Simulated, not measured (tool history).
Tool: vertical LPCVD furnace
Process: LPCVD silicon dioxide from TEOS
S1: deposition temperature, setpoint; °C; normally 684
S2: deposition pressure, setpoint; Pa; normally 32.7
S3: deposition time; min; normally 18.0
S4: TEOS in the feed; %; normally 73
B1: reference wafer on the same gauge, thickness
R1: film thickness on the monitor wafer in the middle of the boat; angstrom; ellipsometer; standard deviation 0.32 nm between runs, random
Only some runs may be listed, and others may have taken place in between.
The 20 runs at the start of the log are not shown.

Run 21, day 42.779: usual settings; B1 98.60. Result: R1 835.9 angstrom.
Run 22, day 44.604: usual settings; B1 98.64. Result: R1 835.1 angstrom.
Run 23, day 46.571: usual settings; B1 98.60. Result: R1 834.7 angstrom.
Run 24, day 53.521: usual settings but S2 34.7 Pa; B1 98.55. Result: R1 868.1 angstrom.
Run 25, day 56.296: usual settings but S4 78 %; B1 98.63. Result: R1 872.3 angstrom.
Run 26, day 58.529: usual settings but S1 678 °C; B1 98.62. Result: R1 729.2 angstrom.
Run 27, day 59.558: usual settings but S2 35.3 Pa, S3 12.0 min; B1 98.55. Result: R1 590.8 angstrom.
Run 28, day 62.117: usual settings but S1 681 °C, S2 38.0 Pa, S4 66 %; B1 98.58. Result: R1 806.8 angstrom.
Run 29, day 64.338: usual settings but S1 696 °C, S3 11.5 min; B1 98.57. Result: R1 716.0 angstrom.
Run 30, day 65.533: usual settings but S3 25.0 min; B1 98.60. Result: R1 1178.5 angstrom.

What if the next run were any one of these 5? Each begins from the tool's condition after run 30:
Run A, day 65.679: usual settings; B1 ?. Result: R1 ?.
Run B, day 65.679: usual settings but S2 30.7 Pa; B1 ?. Result: R1 ?.
Run C, day 65.679: usual settings but S2 28.7 Pa, S3 22.0 min, S4 85 %; B1 ?. Result: R1 ?.
Run D, day 65.679: usual settings but S1 688 °C, S2 28.0 Pa, S4 78 %; B1 ?. Result: R1 ?.
Run E, day 65.679: usual settings but S1 674 °C; B1 ?. Result: R1 ?.

run     B1      R1
  A  98.62   847.8
  B  98.62   821.4
  C  98.62  1047.4
  D  98.62   892.7
  E  98.62   665.2
Without the tool's hidden state the same runs would have given:
run      R1
  A   825.7
  B   800.0
  C  1020.1
  D   869.6
  E   647.5
